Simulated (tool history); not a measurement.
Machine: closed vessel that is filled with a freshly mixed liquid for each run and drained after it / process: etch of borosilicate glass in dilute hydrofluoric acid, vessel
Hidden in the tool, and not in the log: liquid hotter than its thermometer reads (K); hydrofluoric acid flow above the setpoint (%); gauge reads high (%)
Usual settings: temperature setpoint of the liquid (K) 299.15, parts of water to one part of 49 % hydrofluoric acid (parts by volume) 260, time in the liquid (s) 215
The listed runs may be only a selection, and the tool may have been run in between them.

run	hour	temperature setpoint of the liquid (K)	parts of water to one part of 49 % hydrofluoric acid (parts by volume)	time in the liquid (s)	wafers since the last listed run	hours since the thermometer was replaced	hours since the hydrofluoric acid flow meter was replaced	hours since the gauge calibration	read-back film thickness of the borosilicate glass reference wafer, read on the same gauge (nm)	thickness taken off the borosilicate glass on a monitor wafer (nm)
1	0	299.15	260	215	0	1047.6	1033.6	461.2	29.98	50.44
2	67.9	299.15	260	215	4508	1115.5	1101.5	529.1	29.95	50.76
3	114.6	299.15	260	295	3100	1162.2	1148.2	575.8	29.99	70.06
4	148.2	299.15	260	295	2230	1195.8	1181.8	609.4	30.02	70.83
5	184.4	299.15	260	295	2403	1232	1218	645.6	29.98	70.36
6	252	299.15	260	140	4488	1299.6	1285.6	713.2	30.02	33.72
7	316.8	299.15	260	140	4302	1364.4	1350.4	778	29.97	33.78
8	357.6	299.15	260	140	2708	1405.2	1391.2	818.8	30.01	34
9	402.6	299.15	260	215	2987	1450.2	1436.2	863.8	30.04	52.73
# hour 469.4: hydrofluoric acid flow meter replaced
10	471	299.15	260	215	4475	1518.6	1.6	932.2	29.99	47.64
# hour 496.9: thermometer replaced
# hour 524.7: gauge calibrated
11	605.5	299.15	260	215	8864	108.6	136.1	80.8	29.98	46.37
12	669.2	299.15	260	335	4229	172.3	199.8	144.5	30.03	74.01
13	699	299.15	175	215	1978	202.1	229.6	174.3	30.03	77.02
14	723.7	299.15	260	215	1640	226.8	254.3	199	29.98	47.35
15	769.6	299.15	145	330	3047	272.7	300.2	244.9	30.01	148.84
16	830.1	297.65	390	215	4017	333.2	360.7	305.4	29.99	26.91
17	890.2	297.65	360	215	3990	393.3	420.8	365.5	30	29.63
18	942.4	295.15	330	165	3465	445.5	473	417.7	30.01	23.91
19	987.2	299.15	260	215	2974	490.3	517.8	462.5	29.96	48.76
20	1026.9	304.15	130	290	2635	530	557.5	502.2	29.99	182.97
21	1054.4	299.15	260	215	1825	557.5	585	529.7	29.98	48.59
22	1079.5	299.15	260	215	1666	582.6	610.1	554.8	30.05	48.19

Alternative continuations, all from the tool just after run 22; predict every row:
A	1080.2	299.15	260	340	46	583.3	610.8	555.5	?	?
B	1080.2	299.15	260	90	46	583.3	610.8	555.5	?	?
C	1080.2	299.15	375	215	46	583.3	610.8	555.5	?	?
D	1080.2	304.15	320	260	46	583.3	610.8	555.5	?	?

run	read-back film thickness of the borosilicate glass reference wafer, read on the same gauge (nm)	thickness taken off the borosilicate glass on a monitor wafer (nm)
A	30.01	77.32
B	30.01	20.47
C	30.01	30.29
D	30.01	53.21
Without the tool's unlogged condition, the same runs would have read:
run	thickness taken off the borosilicate glass on a monitor wafer (nm)
A	72.06
B	19.07
C	28.16
D	49.51

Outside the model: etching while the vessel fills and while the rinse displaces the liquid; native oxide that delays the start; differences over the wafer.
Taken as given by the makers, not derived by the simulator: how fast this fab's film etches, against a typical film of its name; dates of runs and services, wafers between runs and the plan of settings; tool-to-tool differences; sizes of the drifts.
